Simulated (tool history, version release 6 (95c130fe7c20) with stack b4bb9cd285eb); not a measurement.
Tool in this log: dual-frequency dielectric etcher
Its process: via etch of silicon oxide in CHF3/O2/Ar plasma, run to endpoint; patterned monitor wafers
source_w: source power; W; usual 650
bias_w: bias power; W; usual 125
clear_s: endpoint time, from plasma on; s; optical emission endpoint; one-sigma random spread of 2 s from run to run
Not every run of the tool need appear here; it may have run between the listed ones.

run,hour,source_w,bias_w,"incoming incoming film thickness, nm",clear_s
1,0,650,125,539,282.2
2,17.5,650,125,542.1,281.9
3,34.9,650,125,536.8,280.2
4,41.3,690,125,538.4,276.8
5,57.2,690,125,540.5,276.3
6,65.9,650,125,543.4,285.1
7,80,650,125,537.2,283.4
8,95.8,650,125,540.2,281.9
9,113.4,650,125,540.7,279.3
# hour 138.6: wet clean of the chamber
# hour 142.6: source power generator calibrated
# hour 149.6: upper electrode replaced
10,150.1,650,125,538.5,297
11,150.5,650,125,537.9,294.2
12,150.9,650,125,537.2,293.2
13,157.1,750,133,539.7,277.2
# hour 166.2: bias power generator calibrated
14,167.2,750,133,540.5,276.3
15,177.9,560,151,534.9,300.4

What does the tool deliver on the next run?
16,194,650,125,536.7,?

{"run 16": {"clear_s": 288.8}}
The same run, on a tool lacking any hidden state, would have yielded clear_s 291.1 s.
